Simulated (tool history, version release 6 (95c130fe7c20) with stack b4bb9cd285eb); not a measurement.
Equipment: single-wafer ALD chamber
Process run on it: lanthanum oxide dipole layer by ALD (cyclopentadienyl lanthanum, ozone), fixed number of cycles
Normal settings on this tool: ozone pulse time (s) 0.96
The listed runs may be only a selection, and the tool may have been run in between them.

run   hour  ozone pulse time (s)  wafers since the last listed run  hours since the last thermocouple change  hours since the last ozone generator service  hours since the showerhead was replaced  hours since the gauge calibration  read-back reference wafer on the same gauge, thickness_nm  mean film thickness on the monitor wafer (angstrom)
  1    0.0                  0.74                                 0                                    1837.5                                        1238.6                                   3205.7                              245.6                                                      0.466                                                 3.14
  2    9.4                  0.74                               214                                    1846.9                                        1248.0                                   3215.1                              255.0                                                      0.467                                                 3.13
  3   20.7                  0.74                               257                                    1858.2                                        1259.3                                   3226.4                              266.3                                                      0.467                                                 3.14
      37.9  -- ozone generator serviced
  4   38.6                  0.83                               225                                    1876.1                                           0.7                                   3244.3                              284.2                                                      0.467                                                 3.95
  5   49.5                  0.83                               248                                    1887.0                                          11.6                                   3255.2                              295.1                                                      0.467                                                 3.95
  6   58.0                  0.83                               193                                    1895.5                                          20.1                                   3263.7                              303.6                                                      0.467                                                 3.94
  7   73.6                  0.96                               355                                    1911.1                                          35.7                                   3279.3                              319.2                                                      0.467                                                 4.36
  8   81.5                  0.96                               179                                    1919.0                                          43.6                                   3287.2                              327.1                                                      0.467                                                 4.35
  9   88.7                  0.96                               163                                    1926.2                                          50.8                                   3294.4                              334.3                                                      0.467                                                 4.35
 10  102.5                  0.96                               314                                    1940.0                                          64.6                                   3308.2                              348.1                                                      0.467                                                 4.35
 11  113.5                  0.96                               250                                    1951.0                                          75.6                                   3319.2                              359.1                                                      0.467                                                 4.33
 12  122.9                  0.63                               214                                    1960.4                                          85.0                                   3328.6                              368.5                                                      0.467                                                 2.72
 13  132.7                  1.22                               223                                    1970.2                                          94.8                                   3338.4                              378.3                                                      0.467                                                 4.82
 14  147.3                  0.68                               332                                    1984.8                                         109.4                                   3353.0                              392.9                                                      0.467                                                 3.06
     158.5  -- showerhead replaced
 15  191.3                  0.96                               819                                    2028.8                                         153.4                                     32.8                              436.9                                                      0.467                                                 4.27
     200.1  -- thermocouple changed; heater temperature recalibrated
 16  200.5                  0.75                                27                                       0.4                                         162.6                                     42.0                              446.1                                                      0.467                                                 3.46
 17  217.7                  0.96                               391                                      17.6                                         179.8                                     59.2                              463.3                                                      0.467                                                 4.26
 18  226.5                  0.76                               200                                      26.4                                         188.6                                     68.0                              472.1                                                      0.467                                                 3.47
 19  234.3                  1.19                               177                                      34.2                                         196.4                                     75.8                              479.9                                                      0.467                                                 4.74
 20  243.4                  0.96                               207                                      43.3                                         205.5                                     84.9                              489.0                                                      0.467                                                 4.23
     248.7  -- gauge calibrated
 21  259.7                  0.96                               371                                      59.6                                         221.8                                    101.2                               11.0                                                      0.467                                                 4.25
 22  272.7                  0.78                               296                                      72.6                                         234.8                                    114.2                               24.0                                                      0.467                                                 3.55
 23  283.7                  0.58                               250                                      83.6                                         245.8                                    125.2                               35.0                                                      0.467                                                 2.20
 24  291.4                  0.84                               175                                      91.3                                         253.5                                    132.9                               42.7                                                      0.467                                                 3.83
 25  304.2                  1.08                               291                                     104.1                                         266.3                                    145.7                               55.5                                                      0.467                                                 4.49
 26  321.6                  0.60                               396                                     121.5                                         283.7                                    163.1                               72.9                                                      0.467                                                 2.35
 27  328.2                  1.32                               150                                     128.1                                         290.3                                    169.7                               79.5                                                      0.467                                                 4.86
 28  336.5                  1.15                               188                                     136.4                                         298.6                                    178.0                               87.8                                                      0.467                                                 4.63
 29  342.9                  0.62                               145                                     142.8                                         305.0                                    184.4                               94.2                                                      0.467                                                 2.52

Run 30 is up next; what results do you expect?
 30  349.8                  0.81                               157                                     149.7                                         311.9                                    191.3                              101.1                                                          ?                                                    ?

For run 30 the tool returned read-back reference wafer on the same gauge, thickness_nm 0.467, mean film thickness on the monitor wafer (angstrom) 3.64.
Were there no unlogged condition in the tool, this run, its random variation unchanged, would have produced mean film thickness on the monitor wafer (angstrom) 3.92.

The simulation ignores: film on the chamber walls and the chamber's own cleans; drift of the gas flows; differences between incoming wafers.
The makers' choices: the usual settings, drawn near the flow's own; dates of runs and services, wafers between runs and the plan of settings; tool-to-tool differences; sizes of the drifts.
